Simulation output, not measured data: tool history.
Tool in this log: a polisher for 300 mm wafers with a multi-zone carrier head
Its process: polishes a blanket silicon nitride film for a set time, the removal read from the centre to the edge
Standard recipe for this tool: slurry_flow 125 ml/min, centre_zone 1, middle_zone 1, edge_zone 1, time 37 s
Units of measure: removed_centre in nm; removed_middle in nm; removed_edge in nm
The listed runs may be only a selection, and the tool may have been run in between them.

run    hour  slurry_flow  centre_zone  middle_zone  edge_zone  time  incoming thickness of the incoming film, nm  removed_centre  removed_middle  removed_edge
  1       0          125            1            1          1    37                                        468.7              73            71.1          71.6
  2    55.1          125            1            1          1    37                                        471.8            73.2            71.9          73.1
  3   122.4          125            1            1          1    37                                        464.4            72.3            71.5          71.9
  4   152.7          125            1            1          1    37                                        469.8            72.3            71.8          71.6
  5   203.5          125            1            1          1    37                                          476            72.5            71.5          73.9
  6   270.1          145            1            1          1    37                                        467.1            76.3            73.7          74.3
  7   297.3          125            1            1          1    46                                        472.2            89.9            87.5          91.3
  8   333.3          125            1            1       1.07    37                                        467.2            74.4              71          75.4
  9   359.3          125            1         1.07          1    37                                        479.4            74.7            75.6          71.2
 10   389.7          125            1         1.07          1    37                                        475.4            73.5            74.3          71.5
 11   436.7          125            1            1          1    37                                        471.9            73.5            71.5          71.9
 12   626.9          125            1         0.91          1    47                                        471.9            93.6            85.9          92.5
 13   695.3          125            1            1          1    37                                        468.5            73.7            70.5          72.9
 14   758.9          145            1            1          1    31                                        463.8              64            62.4          62.3
 15   822.6          125            1            1          1    37                                        465.5            73.6            71.6          72.6
 16   861.3          125            1            1       0.96    27                                        461.9            53.6              53          51.2
 17   980.5          125            1         1.12          1    37                                        467.5            74.3              76          71.3
 18  1013.3          125         1.07         0.92          1    37                                        469.2            77.8            68.1            73
 19  1070.4          125         0.94            1        0.9    37                                        470.7            68.4            72.1          69.6
 20  1112.2          125            1            1          1    30                                        470.7            59.6            57.8          59.1
 21  1176.8          125            1            1          1    37                                        460.7            72.5              72          71.8

Withheld: 11 entries from between the runs. Position of each, and hidden state at the listed run before versus the listed run after:
From run 2 to run 3: worn pad replaced by a new one (hour 70.9)
  no difference in the tool's unlogged condition between these two runs
From run 6 to run 7: worn pad replaced by a new one (hour 292.7)
  no difference in the tool's unlogged condition between these two runs
From run 8 to run 9: edge zone pressure recalibrated (hour 338.3)
  no difference in the tool's unlogged condition between these two runs
From run 9 to run 10: slurry nozzle cleaned (hour 381.1)
  no difference in the tool's unlogged condition between these two runs
From run 11 to run 12: worn pad replaced by a new one (hour 540.9); centre zone pressure recalibrated (hour 602.6)
  no difference in the tool's unlogged condition between these two runs
From run 13 to run 14: carrier head's membrane replaced by a new one (hour 732.2)
  no difference in the tool's unlogged condition between these two runs
From run 14 to run 15: worn pad replaced by a new one (hour 782.8)
  no difference in the tool's unlogged condition between these two runs
From run 16 to run 17: slurry nozzle cleaned (hour 875.5)
  no difference in the tool's unlogged condition between these two runs
From run 18 to run 19: worn pad replaced by a new one (hour 1057.2)
  no difference in the tool's unlogged condition between these two runs
From run 19 to run 20: edge zone pressure recalibrated (hour 1101.2)
  no difference in the tool's unlogged condition between these two runs

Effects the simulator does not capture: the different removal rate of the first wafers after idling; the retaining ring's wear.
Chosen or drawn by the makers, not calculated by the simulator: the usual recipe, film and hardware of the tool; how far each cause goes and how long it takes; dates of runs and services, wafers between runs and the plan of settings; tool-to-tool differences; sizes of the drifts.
